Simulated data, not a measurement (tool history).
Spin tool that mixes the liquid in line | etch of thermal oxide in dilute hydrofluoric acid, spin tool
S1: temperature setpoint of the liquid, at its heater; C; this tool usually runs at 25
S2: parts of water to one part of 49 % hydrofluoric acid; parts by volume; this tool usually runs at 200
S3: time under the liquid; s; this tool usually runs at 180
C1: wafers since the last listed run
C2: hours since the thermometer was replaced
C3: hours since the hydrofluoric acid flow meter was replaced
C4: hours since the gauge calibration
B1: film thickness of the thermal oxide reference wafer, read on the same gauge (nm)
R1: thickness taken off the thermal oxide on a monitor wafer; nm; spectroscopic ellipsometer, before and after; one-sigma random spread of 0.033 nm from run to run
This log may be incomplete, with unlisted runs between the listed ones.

run 1 hour=0 | S1=25 S2=120 S3=180 | C1=0 C2=396.6 C3=413.6 C4=181.4 | B1=89.998 | R1=6.745
run 2 hour=16.9 | S1=25 S2=120 S3=180 | C1=121 C2=413.5 C3=430.5 C4=198.3 | B1=89.999 | R1=6.769
run 3 hour=34.2 | S1=23.5 S2=200 S3=180 | C1=124 C2=430.8 C3=447.8 C4=215.6 | B1=90.021 | R1=3.476
run 4 hour=49 | S1=25 S2=200 S3=180 | C1=106 C2=445.6 C3=462.6 C4=230.4 | B1=90.007 | R1=3.665
run 5 hour=62.3 | S1=27.5 S2=200 S3=180 | C1=95 C2=458.9 C3=475.9 C4=243.7 | B1=90.001 | R1=4.027
-- hour=68.9 gauge calibrated
run 6 hour=76 | S1=25 S2=200 S3=180 | C1=98 C2=472.6 C3=489.6 C4=7.1 | B1=90.025 | R1=3.639
run 7 hour=92.7 | S1=25 S2=200 S3=180 | C1=119 C2=489.3 C3=506.3 C4=23.8 | B1=89.988 | R1=3.636
run 8 hour=109.3 | S1=25 S2=200 S3=180 | C1=118 C2=505.9 C3=522.9 C4=40.4 | B1=90.015 | R1=3.645
-- hour=117.3 thermometer replaced
run 9 hour=124.5 | S1=25 S2=200 S3=180 | C1=101 C2=7.2 C3=538.1 C4=55.6 | B1=90 | R1=3.895
run 10 hour=135.4 | S1=25 S2=200 S3=180 | C1=78 C2=18.1 C3=549 C4=66.5 | B1=89.997 | R1=3.916
run 11 hour=146 | S1=25 S2=200 S3=180 | C1=75 C2=28.7 C3=559.6 C4=77.1 | B1=89.994 | R1=3.85
run 12 hour=153.6 | S1=25 S2=170 S3=180 | C1=54 C2=36.3 C3=567.2 C4=84.7 | B1=89.972 | R1=4.705
run 13 hour=162.5 | S1=25 S2=170 S3=180 | C1=63 C2=45.2 C3=576.1 C4=93.6 | B1=90.004 | R1=4.732
-- hour=168.3 hydrofluoric acid flow meter replaced
run 14 hour=177.8 | S1=22.5 S2=200 S3=155 | C1=102 C2=60.5 C3=9.5 C4=108.9 | B1=89.994 | R1=3.023
run 15 hour=185.4 | S1=25 S2=200 S3=180 | C1=54 C2=68.1 C3=17.1 C4=116.5 | B1=90.001 | R1=3.908
run 16 hour=194.6 | S1=25 S2=200 S3=180 | C1=65 C2=77.3 C3=26.3 C4=125.7 | B1=90.011 | R1=3.884
run 17 hour=210.7 | S1=25 S2=200 S3=180 | C1=115 C2=93.4 C3=42.4 C4=141.8 | B1=90.022 | R1=3.882
run 18 hour=221.2 | S1=25 S2=120 S3=180 | C1=75 C2=103.9 C3=52.9 C4=152.3 | B1=90.018 | R1=6.985
run 19 hour=235.2 | S1=25 S2=250 S3=180 | C1=100 C2=117.9 C3=66.9 C4=166.3 | B1=89.993 | R1=2.94
run 20 hour=250 | S1=21 S2=200 S3=245 | C1=106 C2=132.7 C3=81.7 C4=181.1 | B1=89.977 | R1=4.504
run 21 hour=258.1 | S1=25 S2=200 S3=180 | C1=58 C2=140.8 C3=89.8 C4=189.2 | B1=89.987 | R1=3.818
run 22 hour=273.6 | S1=23.5 S2=200 S3=250 | C1=111 C2=156.3 C3=105.3 C4=204.7 | B1=90.006 | R1=5.085
run 23 hour=285.4 | S1=28 S2=200 S3=180 | C1=84 C2=168.1 C3=117.1 C4=216.5 | B1=89.989 | R1=4.321
run 24 hour=301.6 | S1=23.5 S2=200 S3=285 | C1=116 C2=184.3 C3=133.3 C4=232.7 | B1=89.981 | R1=5.764
run 25 hour=310.8 | S1=22 S2=115 S3=180 | C1=65 C2=193.5 C3=142.5 C4=241.9 | B1=90.004 | R1=6.496
run 26 hour=317.2 | S1=25 S2=135 S3=245 | C1=45 C2=199.9 C3=148.9 C4=248.3 | B1=90.014 | R1=8.214
-- hour=323.2 gauge calibrated
run 27 hour=326.5 | S1=20 S2=200 S3=180 | C1=66 C2=209.2 C3=158.2 C4=3.3 | B1=90.008 | R1=3.119
run 28 hour=342.3 | S1=25 S2=290 S3=180 | C1=113 C2=225 C3=174 C4=19.1 | B1=89.987 | R1=2.381
run 29 hour=356.7 | S1=21.5 S2=200 S3=180 | C1=103 C2=239.4 C3=188.4 C4=33.5 | B1=90.004 | R1=3.286
run 30 hour=372.1 | S1=21 S2=125 S3=255 | C1=110 C2=254.8 C3=203.8 C4=48.9 | B1=90.011 | R1=7.96
run 31 hour=386 | S1=25 S2=200 S3=180 | C1=99 C2=268.7 C3=217.7 C4=62.8 | B1=89.995 | R1=3.72
run 32 hour=402.4 | S1=25 S2=200 S3=245 | C1=117 C2=285.1 C3=234.1 C4=79.2 | B1=90.016 | R1=5.006
run 33 hour=414.8 | S1=28.5 S2=275 S3=180 | C1=88 C2=297.5 C3=246.5 C4=91.6 | B1=90.001 | R1=2.834

5 ways to go on from here, each from the tool as it stands after run 33. What would each give?
run A hour=415.3 | S1=25 S2=200 S3=180 | C1=3 C2=298 C3=247 C4=92.1 | B1=? | R1=?
run B hour=415.3 | S1=25 S2=105 S3=180 | C1=3 C2=298 C3=247 C4=92.1 | B1=? | R1=?
run C hour=415.3 | S1=26.5 S2=250 S3=270 | C1=3 C2=298 C3=247 C4=92.1 | B1=? | R1=?
run D hour=415.3 | S1=25 S2=130 S3=180 | C1=3 C2=298 C3=247 C4=92.1 | B1=? | R1=?
run E hour=415.3 | S1=25 S2=275 S3=180 | C1=3 C2=298 C3=247 C4=92.1 | B1=? | R1=?

run=A B1=90.01 R1=3.743
run=B B1=90.01 R1=7.935
run=C B1=90.01 R1=4.5
run=D B1=90.01 R1=6.223
run=E B1=90.01 R1=2.521
Had the tool no hidden state, the same runs would have come out as:
run=A R1=3.964
run=B R1=8.438
run=C R1=4.753
run=D R1=6.61
run=E R1=2.664
